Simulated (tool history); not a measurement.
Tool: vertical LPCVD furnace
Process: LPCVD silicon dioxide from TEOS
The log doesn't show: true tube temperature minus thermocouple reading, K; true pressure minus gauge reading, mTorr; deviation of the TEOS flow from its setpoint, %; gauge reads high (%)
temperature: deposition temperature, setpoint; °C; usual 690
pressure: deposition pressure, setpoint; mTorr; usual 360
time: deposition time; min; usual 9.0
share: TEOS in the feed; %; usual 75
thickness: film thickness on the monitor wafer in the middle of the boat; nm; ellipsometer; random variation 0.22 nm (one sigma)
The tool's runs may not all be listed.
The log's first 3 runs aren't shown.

run     day  temperature  pressure  time  share  wafers since the last listed run  hours since the last temperature calibration  hours since the pressure gauge was zeroed  hours since the TEOS flow controller was replaced  hours since the gauge calibration  read-back reference wafer on the same gauge, thickness  thickness
  4   6.838          690       360   9.0     75                              1022                                        2062.1                                     1004.9                                             4392.9                              176.0                                                   55.53      56.45
  5   7.938          690       360   9.0     75                               432                                        2088.5                                     1031.3                                             4419.3                              202.4                                                   55.46      56.02
  6  10.025          690       360   9.0     75                               820                                        2138.6                                     1081.4                                             4469.4                              252.5                                                   55.39      56.46
  7  12.492          690       360   6.5     83                               969                                        2197.8                                     1140.6                                             4528.6                              311.7                                                   55.11      42.68
     14.725  -- thermocouples replaced and temperature profile calibrated
  8  14.746          690       360   6.5     83                               493                                           0.5                                     1194.7                                             4582.7                              365.8                                                   55.15      42.58
  9  15.900          690       360   9.0     75                               453                                          28.2                                     1222.4                                             4610.4                              393.5                                                   55.07      55.88
 10  17.200          690       360   9.0     75                               511                                          59.4                                     1253.6                                             4641.6                              424.7                                                   54.99      55.90
 11  19.050          690       360   9.0     75                               727                                         103.8                                     1298.0                                             4686.0                              469.1                                                   54.85      55.94
 12  20.533          690       360   9.0     75                               583                                         139.4                                     1333.6                                             4721.6                              504.7                                                   54.93      55.45
 13  28.967          690       360   9.0     75                              3315                                         341.8                                     1536.0                                             4924.0                              707.1                                                   54.41      55.00
     31.267  -- TEOS flow controller replaced
 14  31.571          685       360   9.0     75                               630                                         404.3                                     1598.5                                                7.3                              769.6                                                   54.23      49.09
 15  33.792          690       425   7.0     75                               873                                         457.6                                     1651.8                                               60.6                              822.9                                                   54.10      46.31
 16  35.325          690       445   9.0     83                               602                                         494.4                                     1688.6                                               97.4                              859.7                                                   54.15      64.11
 17  38.246          690       360   9.0     75                              1148                                         564.5                                     1758.7                                              167.5                              929.8                                                   53.91      54.61
 18  41.129          690       360   9.0     75                              1133                                         633.7                                     1827.9                                              236.7                              999.0                                                   53.82      54.45
     42.471  -- gauge calibrated
     43.792  -- pressure gauge zeroed
 19  43.812          683       360  10.5     69                               661                                         698.1                                        0.5                                              301.1                               32.2                                                   55.47      53.13
 20  44.808          686       275   9.0     86                               391                                         722.0                                       24.4                                              325.0                               56.1                                                   55.48      47.78
 21  47.246          690       305   9.0     87                               958                                         780.5                                       82.9                                              383.5                              114.6                                                   55.40      55.83
 22  49.358          682       330   9.0     67                               830                                         831.2                                      133.6                                              434.2                              165.3                                                   55.27      41.72
 23  50.562          690       360   9.0     75                               473                                         860.1                                      162.5                                              463.1                              194.2                                                   55.12      56.26
 24  53.512          679       360  10.5     75                              1159                                         930.9                                      233.3                                              533.9                              265.0                                                   55.13      50.01
 25  55.538          679       360   9.0     75                               796                                         979.5                                      281.9                                              582.5                              313.6                                                   54.98      42.64
 26  57.467          690       360  10.5     84                               758                                        1025.8                                      328.2                                              628.8                              359.9                                                   54.81      68.25
 27  60.417          690       360  11.5     79                              1159                                        1096.6                                      399.0                                              699.6                              430.7                                                   54.69      72.37
 28  62.071          682       360  12.5     75                               650                                        1136.3                                      438.7                                              739.3                              470.4                                                   54.60      63.51

Forecast run 29:
 29  63.629          690       360   9.0     75                               612                                        1173.7                                      476.1                                              776.7                              507.8                                                       ?          ?

read-back reference wafer on the same gauge, thickness: 54.53
thickness: 55.06 nm
Without the tool's hidden state the same run would have given thickness 56.21 nm.
